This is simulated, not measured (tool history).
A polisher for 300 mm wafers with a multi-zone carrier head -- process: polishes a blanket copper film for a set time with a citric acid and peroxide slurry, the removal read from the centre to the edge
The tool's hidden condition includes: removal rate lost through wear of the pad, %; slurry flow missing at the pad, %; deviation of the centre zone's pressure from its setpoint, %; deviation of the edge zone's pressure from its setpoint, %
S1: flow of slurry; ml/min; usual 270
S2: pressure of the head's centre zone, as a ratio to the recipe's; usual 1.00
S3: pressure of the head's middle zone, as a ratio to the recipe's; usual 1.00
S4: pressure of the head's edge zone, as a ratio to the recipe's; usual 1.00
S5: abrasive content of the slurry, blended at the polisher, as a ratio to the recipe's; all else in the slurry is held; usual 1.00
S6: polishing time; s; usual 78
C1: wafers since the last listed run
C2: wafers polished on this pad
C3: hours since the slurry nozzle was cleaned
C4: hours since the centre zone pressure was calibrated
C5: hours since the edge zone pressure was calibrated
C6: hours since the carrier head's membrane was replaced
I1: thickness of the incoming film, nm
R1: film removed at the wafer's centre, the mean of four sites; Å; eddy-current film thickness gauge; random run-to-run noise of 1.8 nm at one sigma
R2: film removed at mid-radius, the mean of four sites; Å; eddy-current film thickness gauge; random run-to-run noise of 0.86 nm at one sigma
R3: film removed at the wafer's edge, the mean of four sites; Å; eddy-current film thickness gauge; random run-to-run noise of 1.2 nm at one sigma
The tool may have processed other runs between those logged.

run,hour,S1,S2,S3,S4,S5,S6,C1,C2,C3,C4,C5,C6,I1,R1,R2,R3
1,0.0,270,1.00,1.00,1.00,1.20,78,0,3313,175.3,24.7,215.7,548.2,1127.6,1353,1297,1307
# hour 62.4: carrier head's membrane replaced by a new one
2,62.9,270,1.00,1.00,1.00,1.20,78,875,4189,238.2,87.6,278.6,0.5,1117.7,1336,1302,1302
3,101.1,270,1.04,1.00,1.00,1.00,78,577,4766,276.4,125.8,316.8,38.7,1103.5,1350,1261,1271
# hour 136.1: worn pad replaced by a new one
4,166.5,270,1.04,1.00,1.00,1.00,78,928,460,341.8,191.2,382.2,104.1,1103.0,1367,1274,1276
5,202.7,270,1.04,1.00,1.00,1.00,78,547,1007,378.0,227.4,418.4,140.3,1125.0,1354,1267,1300
6,243.3,270,1.00,1.00,1.00,1.00,78,614,1622,418.6,268.0,459.0,180.9,1114.1,1322,1276,1287
# hour 279.3: slurry nozzle cleaned
7,300.4,270,1.00,1.00,1.00,1.00,78,848,2470,21.1,325.1,516.1,238.0,1126.2,1292,1264,1281
8,405.3,270,1.00,1.00,1.00,1.00,78,1586,4057,126.0,430.0,621.0,342.9,1121.8,1303,1275,1274
9,512.3,270,1.00,1.00,1.00,1.00,78,1618,5676,233.0,537.0,728.0,449.9,1102.0,1301,1263,1275
# hour 561.3: worn pad replaced by a new one
10,587.8,270,1.00,1.00,1.00,1.00,78,1081,401,308.5,612.5,803.5,525.4,1137.0,1317,1262,1300
# hour 654.0: carrier head's membrane replaced by a new one
11,654.5,305,0.91,1.00,1.00,1.10,78,933,1334,375.2,679.2,870.2,0.5,1123.5,1223,1299,1290
# hour 747.1: centre zone pressure recalibrated
12,748.2,270,1.00,1.00,1.05,1.00,78,1387,2721,468.9,1.1,963.9,94.2,1138.0,1307,1272,1316
# hour 804.3: slurry nozzle cleaned
13,818.2,325,0.94,1.00,1.00,0.85,99,1043,3765,13.9,71.1,1033.9,164.2,1121.7,1567,1616,1606
# hour 955.8: edge zone pressure recalibrated
# hour 972.5: worn pad replaced by a new one
14,1008.1,270,1.08,1.08,1.00,1.00,58,2781,537,203.8,261.0,52.3,354.1,1114.6,1024,1014,953
15,1046.3,270,1.00,1.00,1.00,1.00,78,577,1115,242.0,299.2,90.5,392.3,1124.9,1307,1264,1277
16,1143.0,270,1.00,1.00,1.03,1.00,95,1462,2578,338.7,395.9,187.2,489.0,1120.0,1567,1559,1580

Predict the results of run 17:
# hour 1215.2: slurry nozzle cleaned
17,1223.9,270,1.00,1.00,1.00,1.00,78,1208,3787,8.7,476.8,268.1,569.9,1142.8,?,?,?

{"run 17": {"R1": 1295, "R2": 1256, "R3": 1289}}
The same run, on a tool lacking any hidden state, would have yielded R1 1295 Å, R2 1256 Å, R3 1289 Å.
